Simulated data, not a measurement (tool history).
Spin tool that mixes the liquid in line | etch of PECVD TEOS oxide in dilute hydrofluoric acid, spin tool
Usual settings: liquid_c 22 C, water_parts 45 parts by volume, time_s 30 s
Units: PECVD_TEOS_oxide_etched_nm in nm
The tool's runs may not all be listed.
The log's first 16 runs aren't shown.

run   hour  liquid_c  water_parts  time_s  read-back film thickness of the PECVD TEOS oxide reference wafer, read on the same gauge (nm)  PECVD_TEOS_oxide_etched_nm
 17  263.8      24.5           45      30                                                                                          60.01                        9.15
 18  273.2        18           30      30                                                                                          60.02                       10.44
     313.4  -- gauge calibrated
 19  321.9      26.5           45      45                                                                                          60.01                       14.66
 20  332.7        27           45      30                                                                                          59.99                        9.95
 21  338.9        22           45      20                                                                                          59.99                         5.4
 22  350.1        22           45      30                                                                                          60.01                        8.02
 23  359.9        22           60      40                                                                                          59.98                        7.94
 24  376.6      17.5           45      30                                                                                             60                        6.65
 25  394.2        22           45      30                                                                                          59.98                        8.08
 26  411.8        22           45      30                                                                                             60                        8.02
 27  418.4        22           45      35                                                                                          59.98                        9.29
 28  430.2        20           30      15                                                                                             60                        5.65
 29  439.8      26.5           45      30                                                                                             60                        9.77

Forecast run 30:
 30  453.1        22           45      30                                                                                              ?                           ?

read-back film thickness of the PECVD TEOS oxide reference wafer, read on the same gauge (nm): 59.98
PECVD_TEOS_oxide_etched_nm: 7.95 nm
Without the tool's hidden state the same run would have given PECVD_TEOS_oxide_etched_nm 8.34 nm.

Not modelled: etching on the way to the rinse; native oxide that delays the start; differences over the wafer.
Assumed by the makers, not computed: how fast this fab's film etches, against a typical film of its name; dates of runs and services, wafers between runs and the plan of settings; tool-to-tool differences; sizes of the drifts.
